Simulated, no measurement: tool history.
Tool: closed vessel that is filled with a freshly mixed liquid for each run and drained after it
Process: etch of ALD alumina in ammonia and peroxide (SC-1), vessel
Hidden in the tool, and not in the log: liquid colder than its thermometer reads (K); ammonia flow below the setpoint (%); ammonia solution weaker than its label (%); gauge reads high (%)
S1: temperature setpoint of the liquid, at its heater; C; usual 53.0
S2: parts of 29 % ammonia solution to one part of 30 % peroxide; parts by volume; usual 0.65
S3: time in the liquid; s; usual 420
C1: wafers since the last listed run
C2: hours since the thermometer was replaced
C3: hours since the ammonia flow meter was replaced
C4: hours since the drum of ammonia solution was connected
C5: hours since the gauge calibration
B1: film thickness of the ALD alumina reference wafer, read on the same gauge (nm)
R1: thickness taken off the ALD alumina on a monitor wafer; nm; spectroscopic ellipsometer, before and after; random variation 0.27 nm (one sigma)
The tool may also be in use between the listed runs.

run,day,S1,S2,S3,C1,C2,C3,C4,C5,B1,R1
1,0.000,53.0,0.65,570,0,1970.7,68.7,442.1,1253.6,127.12,40.16
2,2.254,49.5,0.65,420,2618,2024.8,122.8,496.2,1307.7,127.32,24.31
3,4.958,53.0,0.65,420,3140,2089.7,187.7,561.1,1372.6,127.72,29.74
4,11.450,53.0,0.65,420,7539,2245.5,343.5,716.9,1528.4,128.38,29.77
5,13.371,53.0,0.65,590,2230,2291.6,389.6,763.0,1574.5,128.64,42.54
# day 15.058: new drum of ammonia solution connected
6,16.200,53.0,0.65,590,3237,2359.5,457.5,27.4,1642.4,128.95,42.43
7,17.979,53.0,0.65,590,2066,2402.2,500.2,70.1,1685.1,129.09,42.24
8,20.738,53.0,0.65,420,3203,2468.4,566.4,136.3,1751.3,129.45,30.37
# day 21.125: gauge calibrated
9,22.442,53.0,0.65,420,1979,2509.3,607.3,177.2,31.6,119.97,28.01
10,23.592,53.0,0.65,420,1335,2536.9,634.9,204.8,59.2,120.13,28.16
11,24.754,53.0,0.65,420,1350,2564.8,662.8,232.7,87.1,120.22,27.71
# day 27.421: thermometer replaced
12,27.679,53.0,0.65,420,3348,6.2,733.0,302.9,157.3,120.55,27.64
# day 28.238: ammonia flow meter replaced
13,29.492,53.0,0.65,420,2056,49.7,30.1,346.4,200.8,120.76,28.11
14,31.204,53.0,0.65,420,1989,90.8,71.2,387.5,241.9,120.92,27.46
15,32.379,58.5,0.65,275,1364,119.0,99.4,415.7,270.1,121.04,24.39
16,34.129,53.0,0.65,590,2032,161.0,141.4,457.7,312.1,121.25,39.53
17,35.512,44.0,0.75,510,1606,194.2,174.6,490.9,345.3,121.42,20.92
18,36.871,53.0,0.65,590,1577,226.8,207.2,523.5,377.9,121.59,38.62
19,41.958,53.0,0.35,420,5908,348.9,329.3,645.6,500.0,122.13,26.35
20,44.675,49.5,0.65,420,3155,414.1,394.5,710.8,565.2,122.45,23.74
# day 45.442: new drum of ammonia solution connected
21,47.300,49.0,0.80,180,3000,477.1,457.5,44.6,628.2,122.78,9.97
22,50.279,59.5,0.50,420,3460,548.6,529.0,116.1,699.7,123.09,39.76
23,51.562,56.5,0.35,495,1490,579.4,559.8,146.9,730.5,123.23,38.60
24,54.112,58.5,0.75,420,2961,640.6,621.0,208.1,791.7,123.54,38.68
# day 55.683: ammonia flow meter replaced
25,56.188,56.5,0.35,495,2361,690.4,12.1,257.9,841.5,123.81,38.09
26,59.746,53.0,0.35,280,4132,775.8,97.5,343.3,926.9,124.21,18.19
27,61.821,59.5,0.40,420,2410,825.6,147.3,393.1,976.7,124.42,37.85
28,64.350,56.0,0.55,255,2937,886.3,208.0,453.8,1037.4,124.67,20.49
29,65.812,44.0,0.50,190,1698,921.4,243.1,488.9,1072.5,124.86,7.92
30,68.604,56.5,0.35,495,3242,988.4,310.1,555.9,1139.5,125.18,38.19

Forecast each of these 3 alternatives for the next run:
A,68.638,53.0,0.55,420,38,989.2,310.9,556.7,1140.3,?,?
B,68.638,48.5,0.75,420,38,989.2,310.9,556.7,1140.3,?,?
C,68.638,49.5,0.65,195,38,989.2,310.9,556.7,1140.3,?,?

run,B1,R1
A,125.19,28.59
B,125.19,23.02
C,125.19,11.14
Without the tool's hidden state the same runs would have given:
run,R1
A,27.40
B,22.06
C,10.68
